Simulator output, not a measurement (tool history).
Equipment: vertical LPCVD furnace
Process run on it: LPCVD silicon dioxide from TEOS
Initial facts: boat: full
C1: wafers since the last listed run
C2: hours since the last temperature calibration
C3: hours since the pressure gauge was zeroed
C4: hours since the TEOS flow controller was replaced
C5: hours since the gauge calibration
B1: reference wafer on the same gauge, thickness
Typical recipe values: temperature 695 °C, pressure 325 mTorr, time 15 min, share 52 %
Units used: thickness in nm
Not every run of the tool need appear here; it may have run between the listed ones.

Run 1, day 0: usual settings; C1 0; C2 2693; C3 3598.8; C4 4416.1; C5 738.2; B1 103.2. Result: thickness 98.95 nm.
Run 2, day 1.233: usual settings; C1 813; C2 2722.6; C3 3628.4; C4 4445.7; C5 767.8; B1 103.1. Result: thickness 98.65 nm.
Run 3, day 1.754: usual settings but pressure 370 mTorr; C1 343; C2 2735.1; C3 3640.9; C4 4458.2; C5 780.3; B1 103.11. Result: thickness 105.34 nm.
Run 4, day 2.483: usual settings but pressure 370 mTorr; C1 480; C2 2752.6; C3 3658.4; C4 4475.7; C5 797.8; B1 103.11. Result: thickness 105.72 nm.
At day 5.038: pressure gauge zeroed.
Run 5, day 5.058: usual settings but pressure 370 mTorr; C1 1038; C2 2814.4; C3 0.5; C4 4537.5; C5 859.6; B1 103.12. Result: thickness 105.1 nm.
Run 6, day 6.071: usual settings; C1 667; C2 2838.7; C3 24.8; C4 4561.8; C5 883.9; B1 103.26. Result: thickness 99.1 nm.
Run 7, day 6.929: usual settings; C1 565; C2 2859.3; C3 45.4; C4 4582.4; C5 904.5; B1 103.2. Result: thickness 100.32 nm.
Run 8, day 7.792: usual settings but temperature 690 °C; C1 568; C2 2880; C3 66.1; C4 4603.1; C5 925.2; B1 103.13. Result: thickness 88.77 nm.
Run 9, day 9.154: usual settings but temperature 707 °C, pressure 270 mTorr, time 19.5 min, share 56 %; C1 898; C2 2912.7; C3 98.8; C4 4635.8; C5 957.9; B1 103.06. Result: thickness 161.79 nm.
Run 10, day 9.917: usual settings but temperature 692 °C, pressure 280 mTorr; C1 502; C2 2931; C3 117.1; C4 4654.1; C5 976.2; B1 103.11. Result: thickness 86.38 nm.
Run 11, day 10.454: usual settings but time 20 min, share 46 %; C1 354; C2 2943.9; C3 130; C4 4667; C5 989.1; B1 103.25. Result: thickness 125.23 nm.
Run 12, day 11.421: usual settings but temperature 691 °C, pressure 350 mTorr, time 18.5 min, share 62 %; C1 637; C2 2967.1; C3 153.2; C4 4690.2; C5 1012.3; B1 103.18. Result: thickness 126.83 nm.
Run 13, day 12.892: usual settings but temperature 700 °C, pressure 285 mTorr, time 20 min, share 46 %; C1 969; C2 3002.4; C3 188.5; C4 4725.5; C5 1047.6; B1 103.24. Result: thickness 131.47 nm.
Run 14, day 14.108: usual settings but temperature 690 °C, pressure 405 mTorr, time 18 min, share 61 %; C1 802; C2 3031.6; C3 217.7; C4 4754.7; C5 1076.8; B1 103.17. Result: thickness 128.89 nm.
At day 15.767: thermocouples replaced and temperature profile calibrated.
Run 15, day 15.788: usual settings but temperature 691 °C, pressure 350 mTorr, time 18.5 min, share 62 %; C1 447; C2 0.5; C3 258; C4 4795; C5 1117.1; B1 103.23. Result: thickness 114.49 nm.
Run 16, day 16.2: usual settings; C1 272; C2 10.4; C3 267.9; C4 4804.9; C5 1127; B1 103.1. Result: thickness 90.37 nm.
Run 17, day 17.408: usual settings but time 11 min, share 55 %; C1 796; C2 39.4; C3 296.9; C4 4833.9; C5 1156; B1 103.16. Result: thickness 68.04 nm.
Run 18, day 18.221: usual settings; C1 535; C2 58.9; C3 316.4; C4 4853.4; C5 1175.5; B1 103.2. Result: thickness 90.43 nm.
Run 19, day 18.85: usual settings but temperature 703 °C; C1 414; C2 74; C3 331.5; C4 4868.5; C5 1190.6; B1 103.18. Result: thickness 108.44 nm.
Run 20, day 19.425: usual settings but pressure 260 mTorr; C1 379; C2 87.8; C3 345.3; C4 4882.3; C5 1204.4; B1 103.15. Result: thickness 81 nm.
At day 20.988: TEOS flow controller replaced.
Run 21, day 21.008: usual settings but temperature 702 °C, pressure 385 mTorr, time 18 min; C1 384; C2 125.8; C3 383.3; C4 0.5; C5 1242.4; B1 103.21. Result: thickness 140.06 nm.
At day 21.25: gauge calibrated.
Run 22, day 21.65: usual settings but pressure 305 mTorr, share 57 %; C1 423; C2 141.2; C3 398.7; C4 15.9; C5 9.6; B1 103.22. Result: thickness 92.02 nm.
Run 23, day 22.704: usual settings; C1 695; C2 166.5; C3 424; C4 41.2; C5 34.9; B1 103.09. Result: thickness 90.26 nm.
Run 24, day 23.329: usual settings but pressure 390 mTorr; C1 412; C2 181.5; C3 439; C4 56.2; C5 49.9; B1 103.24. Result: thickness 99.06 nm.
Run 25, day 24.825: usual settings but temperature 686 °C; C1 986; C2 217.4; C3 474.9; C4 92.1; C5 85.8; B1 103.26. Result: thickness 73.19 nm.
Run 26, day 25.654: usual settings but pressure 280 mTorr, time 11.5 min, share 61 %; C1 546; C2 237.3; C3 494.8; C4 112; C5 105.7; B1 103.21. Result: thickness 69.77 nm.
Run 27, day 27.117: usual settings but share 43 %; C1 964; C2 272.4; C3 529.9; C4 147.1; C5 140.8; B1 103.14. Result: thickness 82.74 nm.
Run 28, day 28.038: usual settings but temperature 699 °C, time 20 min, share 62 %; C1 607; C2 294.5; C3 552; C4 169.2; C5 162.9; B1 103.13. Result: thickness 146.48 nm.
Run 29, day 28.992: usual settings but temperature 702 °C, pressure 370 mTorr, share 59 %; C1 629; C2 317.4; C3 574.9; C4 192.1; C5 185.8; B1 103.37. Result: thickness 121.95 nm.
Run 30, day 29.596: usual settings; C1 398; C2 331.9; C3 589.4; C4 206.6; C5 200.3; B1 103.22. Result: thickness 91.24 nm.
Run 31, day 33.658: usual settings but temperature 701 °C, pressure 380 mTorr, time 20 min, share 61 %; C1 2678; C2 429.4; C3 686.9; C4 304.1; C5 297.8; B1 103.19. Result: thickness 163.59 nm.

What if the next run were any one of these 4? Each begins from the tool's condition after run 31:
Run A, day 33.796: usual settings but temperature 699 °C; C1 90; C2 432.7; C3 690.2; C4 307.4; C5 301.1; B1 ?. Result: thickness ?.
Run B, day 33.796: usual settings but pressure 355 mTorr; C1 90; C2 432.7; C3 690.2; C4 307.4; C5 301.1; B1 ?. Result: thickness ?.
Run C, day 33.796: usual settings but time 9.5 min, share 62 %; C1 90; C2 432.7; C3 690.2; C4 307.4; C5 301.1; B1 ?. Result: thickness ?.
Run D, day 33.796: usual settings but share 56 %; C1 90; C2 432.7; C3 690.2; C4 307.4; C5 301.1; B1 ?. Result: thickness ?.

run      B1  thickness
  A  103.14     100.55
  B  103.14      95.72
  C  103.14      63.34
  D  103.14      95.05
Without the tool's unlogged condition, the same runs would have read:
run  thickness
  A      97.73
  B      93.01
  C      61.54
  D      92.35
